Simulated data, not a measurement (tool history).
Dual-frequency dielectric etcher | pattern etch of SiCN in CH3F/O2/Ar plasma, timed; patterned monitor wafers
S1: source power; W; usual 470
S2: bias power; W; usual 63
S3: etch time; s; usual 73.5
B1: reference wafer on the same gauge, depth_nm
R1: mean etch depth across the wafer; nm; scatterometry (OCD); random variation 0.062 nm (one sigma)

{"run": 1, "hour": 0.0, "S1": 430, "S2": 63, "S3": 80.0, "B1": 24.0, "R1": 30.79}
{"run": 2, "hour": 38.0, "S1": 380, "S2": 63, "S3": 73.5, "B1": 24.0, "R1": 27.34}
{"run": 3, "hour": 87.1, "S1": 380, "S2": 63, "S3": 73.5, "B1": 23.99, "R1": 27.52}
{"run": 4, "hour": 126.9, "S1": 380, "S2": 63, "S3": 73.5, "B1": 23.99, "R1": 27.36}
{"run": 5, "hour": 151.1, "S1": 470, "S2": 63, "S3": 73.5, "B1": 24.01, "R1": 29.21}
{"run": 6, "hour": 186.4, "S1": 470, "S2": 63, "S3": 73.5, "B1": 24.0, "R1": 29.17}
{"run": 7, "hour": 231.2, "S1": 470, "S2": 63, "S3": 73.5, "B1": 24.0, "R1": 29.16}
{"run": 8, "hour": 284.0, "S1": 470, "S2": 63, "S3": 73.5, "B1": 24.01, "R1": 29.23}
{"run": 9, "hour": 320.0, "S1": 470, "S2": 63, "S3": 73.5, "B1": 23.99, "R1": 29.11}
{"run": 10, "hour": 369.1, "S1": 470, "S2": 63, "S3": 73.5, "B1": 23.99, "R1": 28.86}
{"run": 11, "hour": 376.1, "S1": 470, "S2": 63, "S3": 73.5, "B1": 24.01, "R1": 28.85}
{"run": 12, "hour": 426.7, "S1": 470, "S2": 63, "S3": 73.5, "B1": 24.0, "R1": 29.01}
{"run": 13, "hour": 488.3, "S1": 470, "S2": 67, "S3": 80.0, "B1": 24.01, "R1": 32.32}
{"run": 14, "hour": 555.6, "S1": 470, "S2": 63, "S3": 73.5, "B1": 24.01, "R1": 29.08}
{"run": 15, "hour": 591.5, "S1": 420, "S2": 51, "S3": 73.5, "B1": 23.98, "R1": 26.2}
{"run": 16, "hour": 623.3, "S1": 570, "S2": 52, "S3": 81.5, "B1": 24.01, "R1": 31.97}
{"run": 17, "hour": 664.3, "S1": 420, "S2": 79, "S3": 73.5, "B1": 24.02, "R1": 30.55}
{"run": 18, "hour": 711.6, "S1": 420, "S2": 63, "S3": 73.5, "B1": 24.01, "R1": 28.26}
{"run": 19, "hour": 760.0, "S1": 360, "S2": 79, "S3": 83.5, "B1": 24.0, "R1": 33.57}
{"run": 20, "hour": 794.9, "S1": 470, "S2": 56, "S3": 52.0, "B1": 23.99, "R1": 19.76}
{"run": 21, "hour": 987.8, "S1": 580, "S2": 63, "S3": 58.5, "B1": 24.01, "R1": 24.67}
{"run": 22, "hour": 1031.0, "S1": 470, "S2": 63, "S3": 73.5, "B1": 24.01, "R1": 29.06}
{"run": 23, "hour": 1063.3, "S1": 470, "S2": 63, "S3": 73.5, "B1": 23.99, "R1": 29.17}
{"run": 24, "hour": 1103.8, "S1": 430, "S2": 63, "S3": 86.0, "B1": 23.98, "R1": 33.23}
{"run": 25, "hour": 1157.3, "S1": 470, "S2": 73, "S3": 73.5, "B1": 23.99, "R1": 30.93}
{"run": 26, "hour": 1226.6, "S1": 470, "S2": 63, "S3": 73.5, "B1": 24.01, "R1": 29.12}
{"run": 27, "hour": 1291.7, "S1": 580, "S2": 63, "S3": 73.5, "B1": 24.01, "R1": 31.09}
{"run": 28, "hour": 1363.7, "S1": 540, "S2": 58, "S3": 86.0, "B1": 23.99, "R1": 34.68}
{"run": 29, "hour": 1420.3, "S1": 560, "S2": 63, "S3": 73.5, "B1": 24.0, "R1": 30.51}
{"run": 30, "hour": 1485.1, "S1": 560, "S2": 54, "S3": 89.5, "B1": 24.01, "R1": 35.45}

Taken out of this log: 7 entries between the listed runs. Where each belongs, and how the hidden state differs across it:
Between runs 9 and 10: wet clean of the chamber (hour 368.6)
  etch rate over this chamber's usual, %: 0.878 -> -0.0213
  measured less the result without the state, R1: +0.25 -> -0.01 nm
Between runs 11 and 12: source power generator calibrated (hour 400.8)
  etch rate over this chamber's usual, %: -0.00627 -> 0.102
  measured less the result without the state, R1: +0.00 -> +0.02 nm
Between runs 13 and 14: bias power generator calibrated (hour 525.0)
  etch rate over this chamber's usual, %: 0.234 -> 0.379
  measured less the result without the state, R1: +0.08 -> +0.11 nm
Between runs 20 and 21: wet clean of the chamber (hour 850.7)
  etch rate over this chamber's usual, %: 0.892 -> 0.436
  measured less the result without the state, R1: +0.17 -> +0.11 nm
Between runs 21 and 22: gauge calibrated (hour 1016.5); upper electrode replaced (hour 1030.5)
  etch rate over this chamber's usual, %: 0.436 -> 0.529
  measured less the result without the state, R1: +0.11 -> +0.15 nm
Between runs 28 and 29: wet clean of the chamber (hour 1402.5)
  etch rate over this chamber's usual, %: 1.24 -> 0.167
  measured less the result without the state, R1: +0.43 -> +0.05 nm
